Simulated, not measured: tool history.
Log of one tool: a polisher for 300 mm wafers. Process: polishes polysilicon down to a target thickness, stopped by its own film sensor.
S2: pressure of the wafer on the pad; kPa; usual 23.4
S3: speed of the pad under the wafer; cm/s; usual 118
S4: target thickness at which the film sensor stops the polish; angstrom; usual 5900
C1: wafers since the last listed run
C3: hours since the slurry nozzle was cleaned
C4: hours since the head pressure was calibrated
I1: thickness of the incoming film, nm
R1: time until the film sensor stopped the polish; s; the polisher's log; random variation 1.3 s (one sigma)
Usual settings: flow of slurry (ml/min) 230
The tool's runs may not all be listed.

Run 1, day 0.000: usual settings; C1 0; wafers polished on this pad 3; C3 122.9; C4 350.0; I1 1548.2. Result: R1 92.3 s.
Run 2, day 0.567: usual settings but S2 29.6 kPa; C1 92; wafers polished on this pad 95; C3 136.5; C4 363.6; I1 1548.2. Result: R1 71.8 s.
Run 3, day 1.262: usual settings but S2 29.6 kPa; C1 113; wafers polished on this pad 208; C3 153.2; C4 380.3; I1 1583.2. Result: R1 74.9 s.
Run 4, day 1.825: usual settings but S2 29.6 kPa; C1 91; wafers polished on this pad 299; C3 166.7; C4 393.8; I1 1544.6. Result: R1 72.6 s.
Run 5, day 2.925: usual settings; C1 178; wafers polished on this pad 478; C3 193.1; C4 420.2; I1 1549.6. Result: R1 91.1 s.
At day 3.358: slurry nozzle cleaned.
Run 6, day 3.788: usual settings; C1 133; wafers polished on this pad 611; C3 10.3; C4 440.9; I1 1555.3. Result: R1 96.8 s.
Run 7, day 4.475: usual settings; C1 111; wafers polished on this pad 723; C3 26.8; C4 457.4; I1 1569.5. Result: R1 100.1 s.
Run 8, day 4.988: usual settings; C1 83; wafers polished on this pad 806; C3 39.1; C4 469.7; I1 1534.4. Result: R1 97.5 s.
Run 9, day 6.142: usual settings; C1 187; wafers polished on this pad 994; C3 66.8; C4 497.4; I1 1542.7. Result: R1 99.9 s.
At day 7.329: worn pad replaced by a new one.
Run 10, day 7.467: usual settings; C1 188; wafers polished on this pad 22; C3 98.6; C4 529.2; I1 1540.6. Result: R1 101.6 s.
Run 11, day 8.217: usual settings; C1 121; wafers polished on this pad 144; C3 116.6; C4 547.2; I1 1572.2. Result: R1 102.9 s.
Run 12, day 8.996: usual settings; C1 126; wafers polished on this pad 270; C3 135.3; C4 565.9; I1 1542.6. Result: R1 103.9 s.
Run 13, day 10.367: usual settings but flow of slurry (ml/min) 190; C1 222; wafers polished on this pad 493; C3 168.2; C4 598.8; I1 1544.1. Result: R1 106.1 s.
Run 14, day 11.258: usual settings but flow of slurry (ml/min) 190; C1 144; wafers polished on this pad 638; C3 189.6; C4 620.2; I1 1570.2. Result: R1 112.0 s.
Run 15, day 11.800: usual settings; C1 88; wafers polished on this pad 726; C3 202.6; C4 633.2; I1 1559.1. Result: R1 104.1 s.
Run 16, day 12.392: usual settings; C1 96; wafers polished on this pad 822; C3 216.8; C4 647.4; I1 1536.7. Result: R1 103.9 s.
At day 12.500: slurry nozzle cleaned, repeated, since the last time left the tool worse.
Run 17, day 13.312: usual settings; C1 142; wafers polished on this pad 965; C3 19.5; C4 669.5; I1 1547.6. Result: R1 90.2 s.
At day 14.638: worn pad replaced by a new one.
Run 18, day 14.658: usual settings; C1 191; wafers polished on this pad 3; C3 51.8; C4 701.8; I1 1534.6. Result: R1 90.8 s.
At day 15.762: head pressure recalibrated.
Run 19, day 15.867: usual settings but S3 130 cm/s, S4 4830 angstrom; C1 182; wafers polished on this pad 186; C3 80.8; C4 2.5; I1 1538.6. Result: R1 92.4 s.
Run 20, day 17.108: usual settings but S2 15.9 kPa, S3 128 cm/s, S4 3020 angstrom; C1 201; wafers polished on this pad 388; C3 110.6; C4 32.3; I1 1550.1. Result: R1 163.0 s.
Run 21, day 18.400: usual settings but flow of slurry (ml/min) 200, S2 29.6 kPa, S3 132 cm/s, S4 3500 angstrom; C1 209; wafers polished on this pad 597; C3 141.6; C4 63.3; I1 1541.7. Result: R1 84.2 s.
Run 22, day 19.488: usual settings but flow of slurry (ml/min) 310, S2 28.3 kPa; C1 176; wafers polished on this pad 774; C3 167.7; C4 89.4; I1 1559.0. Result: R1 73.4 s.
Run 23, day 20.621: usual settings but S2 27.6 kPa; C1 184; wafers polished on this pad 958; C3 194.9; C4 116.6; I1 1550.5. Result: R1 78.2 s.
At day 21.208: worn pad replaced by a new one.
Run 24, day 21.229: usual settings but flow of slurry (ml/min) 190; C1 71; wafers polished on this pad 3; C3 209.5; C4 131.2; I1 1539.0. Result: R1 91.6 s.
At day 21.525: slurry nozzle cleaned.
Run 25, day 21.683: usual settings but flow of slurry (ml/min) 250; C1 67; wafers polished on this pad 70; C3 3.8; C4 142.1; I1 1563.3. Result: R1 92.0 s.
Run 26, day 22.612: usual settings but S3 92 cm/s, S4 2850 angstrom; C1 150; wafers polished on this pad 221; C3 26.1; C4 164.4; I1 1569.6. Result: R1 147.8 s.
Run 27, day 23.671: usual settings but S4 7110 angstrom; C1 171; wafers polished on this pad 393; C3 51.5; C4 189.8; I1 1564.9. Result: R1 80.1 s.
Run 28, day 24.600: usual settings; C1 150; wafers polished on this pad 544; C3 73.8; C4 212.1; I1 1570.5. Result: R1 91.4 s.
Run 29, day 26.025: usual settings; C1 231; wafers polished on this pad 776; C3 108.0; C4 246.3; I1 1561.2. Result: R1 94.1 s.
Run 30, day 27.317: usual settings but flow of slurry (ml/min) 200, S2 29.6 kPa, S3 132 cm/s, S4 3500 angstrom; C1 209; wafers polished on this pad 985; C3 139.0; C4 277.3; I1 1542.7. Result: R1 84.1 s.
Run 31, day 28.279: usual settings but flow of slurry (ml/min) 260, S2 31.0 kPa, S3 140 cm/s, S4 8220 angstrom; C1 156; wafers polished on this pad 1142; C3 162.1; C4 300.4; I1 1534.0. Result: R1 43.3 s.
Run 32, day 28.871: usual settings but S2 29.0 kPa, S3 156 cm/s; C1 96; wafers polished on this pad 1238; C3 176.3; C4 314.6; I1 1532.4. Result: R1 59.1 s.
At day 29.392: worn pad replaced by a new one.
Run 33, day 30.200: usual settings but S2 27.6 kPa; C1 188; wafers polished on this pad 131; C3 208.2; C4 346.5; I1 1546.4. Result: R1 78.8 s.
At day 31.008: slurry nozzle cleaned.
Run 34, day 31.054: usual settings; C1 132; wafers polished on this pad 263; C3 1.1; C4 367.0; I1 1548.4. Result: R1 88.2 s.
Run 35, day 31.621: usual settings but S2 28.3 kPa, S4 8520 angstrom; C1 92; wafers polished on this pad 355; C3 14.7; C4 380.6; I1 1563.0. Result: R1 55.4 s.
Run 36, day 32.779: usual settings but flow of slurry (ml/min) 260, S2 15.2 kPa, S3 130 cm/s, S4 3190 angstrom; C1 188; wafers polished on this pad 543; C3 42.5; C4 408.4; I1 1543.5. Result: R1 160.6 s.
Run 37, day 33.967: usual settings; C1 192; wafers polished on this pad 736; C3 71.0; C4 436.9; I1 1572.3. Result: R1 92.0 s.
Run 38, day 34.754: usual settings; C1 127; wafers polished on this pad 864; C3 89.9; C4 455.8; I1 1528.4. Result: R1 89.4 s.

3 ways to go on from here, each from the tool as it stands after run 38. What would each give?
Run A, day 34.771: usual settings; C1 2; wafers polished on this pad 867; C3 90.3; C4 456.2; I1 1548.8. Result: R1 ?.
Run B, day 34.771: usual settings but flow of slurry (ml/min) 185, S4 8740 angstrom; C1 2; wafers polished on this pad 867; C3 90.3; C4 456.2; I1 1548.8. Result: R1 ?.
Run C, day 34.771: usual settings but flow of slurry (ml/min) 295; C1 2; wafers polished on this pad 867; C3 90.3; C4 456.2; I1 1548.8. Result: R1 ?.

run    R1
  A  91.2
  B  66.6
  C  88.2
Without the tool's hidden state the same runs would have given:
run    R1
  A  89.0
  B  64.6
  C  86.5

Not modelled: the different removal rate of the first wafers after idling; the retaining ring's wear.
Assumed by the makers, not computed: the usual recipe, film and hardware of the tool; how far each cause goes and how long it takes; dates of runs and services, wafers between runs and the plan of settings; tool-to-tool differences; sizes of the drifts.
